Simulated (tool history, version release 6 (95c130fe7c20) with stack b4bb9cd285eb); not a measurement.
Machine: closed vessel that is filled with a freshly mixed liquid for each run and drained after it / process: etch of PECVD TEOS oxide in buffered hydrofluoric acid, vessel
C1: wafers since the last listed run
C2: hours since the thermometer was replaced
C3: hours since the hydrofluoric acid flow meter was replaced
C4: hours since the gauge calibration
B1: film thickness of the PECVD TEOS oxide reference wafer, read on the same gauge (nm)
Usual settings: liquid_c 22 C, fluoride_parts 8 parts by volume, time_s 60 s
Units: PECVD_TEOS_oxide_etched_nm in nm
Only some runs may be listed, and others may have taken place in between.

Run 1, day 0: usual settings but liquid_c 18.5 C; C1 0; C2 898; C3 954.5; C4 2728.3; B1 30.02. Result: PECVD_TEOS_oxide_etched_nm 67.45 nm.
Run 2, day 2.288: usual settings but liquid_c 18.5 C; C1 6523; C2 952.9; C3 1009.4; C4 2783.2; B1 30.01. Result: PECVD_TEOS_oxide_etched_nm 66.81 nm.
Run 3, day 5.162: usual settings; C1 8198; C2 1021.9; C3 1078.4; C4 2852.2; B1 30. Result: PECVD_TEOS_oxide_etched_nm 81.37 nm.
Run 4, day 7.483: usual settings; C1 6618; C2 1077.6; C3 1134.1; C4 2907.9; B1 29.99. Result: PECVD_TEOS_oxide_etched_nm 81.66 nm.
At day 8.492: gauge calibrated.
Run 5, day 10.283: usual settings; C1 7984; C2 1144.8; C3 1201.3; C4 43; B1 29.99. Result: PECVD_TEOS_oxide_etched_nm 80.75 nm.
Run 6, day 12.038: usual settings; C1 5002; C2 1186.9; C3 1243.4; C4 85.1; B1 29.98. Result: PECVD_TEOS_oxide_etched_nm 81.25 nm.
Run 7, day 13.55: usual settings but time_s 30 s; C1 4313; C2 1223.2; C3 1279.7; C4 121.4; B1 30. Result: PECVD_TEOS_oxide_etched_nm 40.43 nm.
At day 19.429: hydrofluoric acid flow meter replaced.
Run 8, day 20.558: usual settings but time_s 30 s; C1 19866; C2 1391.4; C3 27.1; C4 289.6; B1 30.01. Result: PECVD_TEOS_oxide_etched_nm 42.49 nm.
Run 9, day 21.804: usual settings but time_s 30 s; C1 3552; C2 1421.3; C3 57; C4 319.5; B1 29.97. Result: PECVD_TEOS_oxide_etched_nm 42.96 nm.
Run 10, day 23.858: usual settings; C1 5857; C2 1470.6; C3 106.3; C4 368.8; B1 29.99. Result: PECVD_TEOS_oxide_etched_nm 84.67 nm.
Run 11, day 25.404: usual settings but liquid_c 18.5 C, time_s 85 s; C1 4408; C2 1507.7; C3 143.4; C4 405.9; B1 30.01. Result: PECVD_TEOS_oxide_etched_nm 99.74 nm.
Run 12, day 27.154: usual settings but time_s 95 s; C1 4990; C2 1549.7; C3 185.4; C4 447.9; B1 30.02. Result: PECVD_TEOS_oxide_etched_nm 133.15 nm.
Run 13, day 29.1: usual settings but time_s 75 s; C1 5548; C2 1596.4; C3 232.1; C4 494.6; B1 30.02. Result: PECVD_TEOS_oxide_etched_nm 105.51 nm.
Run 14, day 31.088: usual settings; C1 5667; C2 1644.1; C3 279.8; C4 542.3; B1 29.99. Result: PECVD_TEOS_oxide_etched_nm 84.42 nm.
Run 15, day 32.696: usual settings; C1 4586; C2 1682.7; C3 318.4; C4 580.9; B1 30. Result: PECVD_TEOS_oxide_etched_nm 83.99 nm.
Run 16, day 34.496: usual settings but liquid_c 20 C, fluoride_parts 10.5 parts by volume, time_s 70 s; C1 5132; C2 1725.9; C3 361.6; C4 624.1; B1 30.01. Result: PECVD_TEOS_oxide_etched_nm 68.92 nm.
Run 17, day 37.354: usual settings; C1 8150; C2 1794.5; C3 430.2; C4 692.7; B1 29.99. Result: PECVD_TEOS_oxide_etched_nm 84.05 nm.
Run 18, day 39.921: usual settings; C1 7319; C2 1856.1; C3 491.8; C4 754.3; B1 29.99. Result: PECVD_TEOS_oxide_etched_nm 83.59 nm.
Run 19, day 46.575: usual settings but liquid_c 20.5 C, fluoride_parts 6.5 parts by volume, time_s 85 s; C1 18974; C2 2015.8; C3 651.5; C4 914; B1 29.98. Result: PECVD_TEOS_oxide_etched_nm 135.13 nm.
Run 20, day 48.879: usual settings but time_s 80 s; C1 6570; C2 2071.1; C3 706.8; C4 969.3; B1 29.99. Result: PECVD_TEOS_oxide_etched_nm 110.14 nm.
At day 50.692: thermometer replaced.
Run 21, day 50.929: usual settings but time_s 85 s; C1 5726; C2 5.7; C3 756; C4 1018.5; B1 30. Result: PECVD_TEOS_oxide_etched_nm 116.97 nm.
Run 22, day 51.954: usual settings; C1 2922; C2 30.3; C3 780.6; C4 1043.1; B1 30.02. Result: PECVD_TEOS_oxide_etched_nm 81.48 nm.
Run 23, day 54.354: usual settings but liquid_c 24 C, fluoride_parts 9.5 parts by volume, time_s 80 s; C1 6843; C2 87.9; C3 838.2; C4 1100.7; B1 29.99. Result: PECVD_TEOS_oxide_etched_nm 106.4 nm.
Run 24, day 56.283: usual settings but fluoride_parts 10 parts by volume; C1 5501; C2 134.2; C3 884.5; C4 1147; B1 29.99. Result: PECVD_TEOS_oxide_etched_nm 68.19 nm.
Run 25, day 58.938: usual settings but liquid_c 18.5 C, fluoride_parts 10.5 parts by volume, time_s 30 s; C1 7568; C2 197.9; C3 948.2; C4 1210.7; B1 30.02. Result: PECVD_TEOS_oxide_etched_nm 26.71 nm.
Run 26, day 60.054: usual settings but fluoride_parts 10.5 parts by volume; C1 3184; C2 224.7; C3 975; C4 1237.5; B1 30.02. Result: PECVD_TEOS_oxide_etched_nm 64.57 nm.
Run 27, day 61.138: usual settings but liquid_c 25.5 C, fluoride_parts 10 parts by volume, time_s 40 s; C1 3089; C2 250.7; C3 1001; C4 1263.5; B1 30.02. Result: PECVD_TEOS_oxide_etched_nm 54.38 nm.
Run 28, day 62.317: usual settings but liquid_c 24 C, fluoride_parts 6.5 parts by volume; C1 3362; C2 279; C3 1029.3; C4 1291.8; B1 30.01. Result: PECVD_TEOS_oxide_etched_nm 113.77 nm.
Run 29, day 64.679: usual settings but time_s 70 s; C1 6736; C2 335.7; C3 1086; C4 1348.5; B1 30.01. Result: PECVD_TEOS_oxide_etched_nm 94.22 nm.
Run 30, day 66.367: usual settings but liquid_c 24.5 C, fluoride_parts 11 parts by volume, time_s 70 s; C1 4812; C2 376.2; C3 1126.5; C4 1389; B1 30.02. Result: PECVD_TEOS_oxide_etched_nm 81.97 nm.
Run 31, day 69.338: usual settings but liquid_c 19.5 C, fluoride_parts 9 parts by volume; C1 8471; C2 447.5; C3 1197.8; C4 1460.3; B1 29.99. Result: PECVD_TEOS_oxide_etched_nm 63.6 nm.
Run 32, day 70.579: usual settings but fluoride_parts 7 parts by volume; C1 3540; C2 477.3; C3 1227.6; C4 1490.1; B1 30. Result: PECVD_TEOS_oxide_etched_nm 92.8 nm.
Run 33, day 72.221: usual settings but liquid_c 18.5 C, fluoride_parts 7 parts by volume, time_s 70 s; C1 4681; C2 516.7; C3 1267; C4 1529.5; B1 30.01. Result: PECVD_TEOS_oxide_etched_nm 89.66 nm.
Run 34, day 74.296: usual settings but liquid_c 18 C, time_s 50 s; C1 5917; C2 566.5; C3 1316.8; C4 1579.3; B1 30.01. Result: PECVD_TEOS_oxide_etched_nm 53.11 nm.

3 options for the next run, each taken on its own from the tool as it stands now. Forecast them:
Run A, day 74.325: usual settings; C1 83; C2 567.2; C3 1317.5; C4 1580; B1 ?. Result: PECVD_TEOS_oxide_etched_nm ?.
Run B, day 74.325: usual settings but liquid_c 24.5 C, fluoride_parts 9.5 parts by volume, time_s 85 s; C1 83; C2 567.2; C3 1317.5; C4 1580; B1 ?. Result: PECVD_TEOS_oxide_etched_nm ?.
Run C, day 74.325: usual settings but time_s 35 s; C1 83; C2 567.2; C3 1317.5; C4 1580; B1 ?. Result: PECVD_TEOS_oxide_etched_nm ?.

run     B1  PECVD_TEOS_oxide_etched_nm
  A  29.98                       80.87
  B  29.98                      114.51
  C  29.98                       47.18
Had the tool no hidden state, the same runs would have come out as:
run  PECVD_TEOS_oxide_etched_nm
  A                       86.37
  B                      119.35
  C                       50.38
